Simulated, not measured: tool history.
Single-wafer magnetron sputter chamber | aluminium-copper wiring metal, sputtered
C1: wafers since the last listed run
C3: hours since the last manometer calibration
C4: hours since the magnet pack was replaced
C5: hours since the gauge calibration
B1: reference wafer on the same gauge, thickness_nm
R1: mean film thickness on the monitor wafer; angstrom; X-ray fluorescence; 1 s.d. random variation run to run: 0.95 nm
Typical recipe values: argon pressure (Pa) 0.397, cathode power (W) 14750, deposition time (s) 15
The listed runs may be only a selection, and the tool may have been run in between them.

Run 1, hour 0: usual settings; C1 0; wafers on the sputter target 1451; C3 879.6; C4 6958.1; C5 480.1; B1 422.868. Result: R1 3862.3 angstrom.
Run 2, hour 6.5: usual settings; C1 188; wafers on the sputter target 1640; C3 886.1; C4 6964.6; C5 486.6; B1 423.135. Result: R1 3882.28 angstrom.
Run 3, hour 23.8: usual settings but cathode power (W) 11950; C1 502; wafers on the sputter target 2142; C3 903.4; C4 6981.9; C5 503.9; B1 423.084. Result: R1 3375.34 angstrom.
Run 4, hour 39.1: usual settings but cathode power (W) 11950; C1 444; wafers on the sputter target 2587; C3 918.7; C4 6997.2; C5 519.2; B1 423.042. Result: R1 3356.02 angstrom.
At hour 55.2: sputter target and shields replaced.
Run 5, hour 55.7: usual settings but cathode power (W) 11950; C1 249; wafers on the sputter target 15; C3 935.3; C4 7013.8; C5 535.8; B1 423.113. Result: R1 3378.98 angstrom.
Run 6, hour 61.2: usual settings but deposition time (s) 15.6; C1 159; wafers on the sputter target 175; C3 940.8; C4 7019.3; C5 541.3; B1 422.832. Result: R1 4014.47 angstrom.
Run 7, hour 78.4: usual settings but deposition time (s) 15.6; C1 499; wafers on the sputter target 675; C3 958; C4 7036.5; C5 558.5; B1 422.97. Result: R1 4025.24 angstrom.
Run 8, hour 94.5: usual settings but deposition time (s) 15.6; C1 467; wafers on the sputter target 1142; C3 974.1; C4 7052.6; C5 574.6; B1 422.961. Result: R1 4025.25 angstrom.
Run 9, hour 112.1: usual settings but cathode power (W) 13550; C1 511; wafers on the sputter target 1654; C3 991.7; C4 7070.2; C5 592.2; B1 423.179. Result: R1 3650.27 angstrom.
Run 10, hour 121.8: usual settings but argon pressure (Pa) 0.363; C1 281; wafers on the sputter target 1936; C3 1001.4; C4 7079.9; C5 601.9; B1 423.08. Result: R1 3922.83 angstrom.
At hour 141.9: magnet pack replaced.
Run 11, hour 142.4: usual settings but argon pressure (Pa) 0.363; C1 366; wafers on the sputter target 2302; C3 1022; C4 0.5; C5 622.5; B1 423.005. Result: R1 3940.68 angstrom.
Run 12, hour 150: usual settings but deposition time (s) 16.7; C1 220; wafers on the sputter target 2522; C3 1029.6; C4 8.1; C5 630.1; B1 422.935. Result: R1 4337.28 angstrom.
Run 13, hour 162.1: usual settings but deposition time (s) 17.2; C1 351; wafers on the sputter target 2874; C3 1041.7; C4 20.2; C5 642.2; B1 423.037. Result: R1 4441.55 angstrom.
Run 14, hour 177.7: usual settings but argon pressure (Pa) 0.474, cathode power (W) 11300, deposition time (s) 12.9; C1 453; wafers on the sputter target 3327; C3 1057.3; C4 35.8; C5 657.8; B1 423.062. Result: R1 2746.18 angstrom.
At hour 188.7: sputter target and shields replaced.
Run 15, hour 195.2: usual settings but argon pressure (Pa) 0.474, cathode power (W) 11300, deposition time (s) 12.9; C1 276; wafers on the sputter target 189; C3 1074.8; C4 53.3; C5 675.3; B1 422.738. Result: R1 2736.26 angstrom.
At hour 198.2: gauge calibrated.
Run 16, hour 212.3: usual settings but argon pressure (Pa) 0.275, cathode power (W) 17300; C1 496; wafers on the sputter target 686; C3 1091.9; C4 70.4; C5 14.1; B1 423.229. Result: R1 4526.93 angstrom.
At hour 220.7: capacitance manometer re-zeroed and calibrated.
Run 17, hour 229.9: usual settings but argon pressure (Pa) 0.482, cathode power (W) 11600, deposition time (s) 12.5; C1 278; wafers on the sputter target 965; C3 9.2; C4 88; C5 31.7; B1 422.657. Result: R1 2632.24 angstrom.
Run 18, hour 240.3: usual settings but argon pressure (Pa) 0.291; C1 302; wafers on the sputter target 1267; C3 19.6; C4 98.4; C5 42.1; B1 423.061. Result: R1 3956.62 angstrom.
Run 19, hour 256.2: usual settings but cathode power (W) 11700, deposition time (s) 12.1; C1 461; wafers on the sputter target 1729; C3 35.5; C4 114.3; C5 58; B1 423.377. Result: R1 2644.53 angstrom.
Run 20, hour 263: usual settings; C1 197; wafers on the sputter target 1927; C3 42.3; C4 121.1; C5 64.8; B1 423.038. Result: R1 3800.98 angstrom.
Run 21, hour 277.2: usual settings but argon pressure (Pa) 0.474, cathode power (W) 11300, deposition time (s) 12.9; C1 412; wafers on the sputter target 2340; C3 56.5; C4 135.3; C5 79; B1 423.032. Result: R1 2680.5 angstrom.
Run 22, hour 293.6: usual settings but argon pressure (Pa) 0.326, cathode power (W) 13050, deposition time (s) 13.4; C1 476; wafers on the sputter target 2816; C3 72.9; C4 151.7; C5 95.4; B1 423.093. Result: R1 3222.08 angstrom.
At hour 309.4: sputter target and shields replaced.
Run 23, hour 309.9: usual settings but cathode power (W) 12400; C1 241; wafers on the sputter target 13; C3 89.2; C4 168; C5 111.7; B1 423.255. Result: R1 3408.65 angstrom.
Run 24, hour 318.2: usual settings but argon pressure (Pa) 0.28, cathode power (W) 17950, deposition time (s) 13.3; C1 241; wafers on the sputter target 254; C3 97.5; C4 176.3; C5 120; B1 422.915. Result: R1 4067.66 angstrom.
Run 25, hour 326.4: usual settings but argon pressure (Pa) 0.281, cathode power (W) 17150, deposition time (s) 12.6; C1 238; wafers on the sputter target 492; C3 105.7; C4 184.5; C5 128.2; B1 422.897. Result: R1 3712.6 angstrom.
Run 26, hour 339.4: usual settings but cathode power (W) 15800, deposition time (s) 17.8; C1 377; wafers on the sputter target 870; C3 118.7; C4 197.5; C5 141.2; B1 423.345. Result: R1 4766.28 angstrom.
Run 27, hour 354.4: usual settings but cathode power (W) 13200; C1 435; wafers on the sputter target 1306; C3 133.7; C4 212.5; C5 156.2; B1 422.986. Result: R1 3551.84 angstrom.
Run 28, hour 364.3: usual settings but cathode power (W) 18350, deposition time (s) 13.8; C1 287; wafers on the sputter target 1594; C3 143.6; C4 222.4; C5 166.1; B1 423.01. Result: R1 4104.43 angstrom.
Run 29, hour 377.7: usual settings but cathode power (W) 12250, deposition time (s) 17.5; C1 389; wafers on the sputter target 1983; C3 157; C4 235.8; C5 179.5; B1 423.059. Result: R1 3946.23 angstrom.
Run 30, hour 391.7: usual settings but argon pressure (Pa) 0.541; C1 406; wafers on the sputter target 2390; C3 171; C4 249.8; C5 193.5; B1 422.745. Result: R1 3646.16 angstrom.
Run 31, hour 406.5: usual settings; C1 430; wafers on the sputter target 2820; C3 185.8; C4 264.6; C5 208.3; B1 422.885. Result: R1 3827.69 angstrom.
At hour 419.4: sputter target and shields replaced.
Run 32, hour 419.9: usual settings but deposition time (s) 16.3; C1 156; wafers on the sputter target 15; C3 199.2; C4 278; C5 221.7; B1 422.793. Result: R1 4174.59 angstrom.
Run 33, hour 426.2: usual settings but cathode power (W) 17700; C1 183; wafers on the sputter target 198; C3 205.5; C4 284.3; C5 228; B1 422.908. Result: R1 4348.33 angstrom.
Run 34, hour 433.9: usual settings but argon pressure (Pa) 0.284, cathode power (W) 15850, deposition time (s) 17; C1 223; wafers on the sputter target 422; C3 213.2; C4 292; C5 235.7; B1 422.746. Result: R1 4746.25 angstrom.
Run 35, hour 444.8: usual settings but cathode power (W) 17800, deposition time (s) 17.8; C1 316; wafers on the sputter target 739; C3 224.1; C4 302.9; C5 246.6; B1 422.958. Result: R1 5221.08 angstrom.
Run 36, hour 453.3: usual settings but cathode power (W) 17800, deposition time (s) 17.8; C1 246; wafers on the sputter target 986; C3 232.6; C4 311.4; C5 255.1; B1 422.748. Result: R1 5190.79 angstrom.

Exercise: give the hidden state of the tool at every run:
deposition rate above that of a new target (%): 0 in every run
gauge reads high (%): 0 in every run
H1: true argon pressure above the setpoint (%)
run     H1
  1  -10.9
  2    -11
  3  -11.2
  4  -11.3
  5  -11.5
  6  -11.6
  7  -11.8
  8    -12
  9  -12.2
 10  -12.3
 11  -12.6
 12  -12.7
 13  -12.8
 14    -13
 15  -13.2
 16  -13.4
 17  -2.29
 18  -2.41
 19   -2.6
 20  -2.69
 21  -2.86
 22  -3.06
 23  -3.26
 24  -3.36
 25  -3.46
 26  -3.61
 27  -3.79
 28  -3.91
 29  -4.08
 30  -4.25
 31  -4.43
 32  -4.59
 33  -4.66
 34  -4.76
 35  -4.89
 36  -4.99
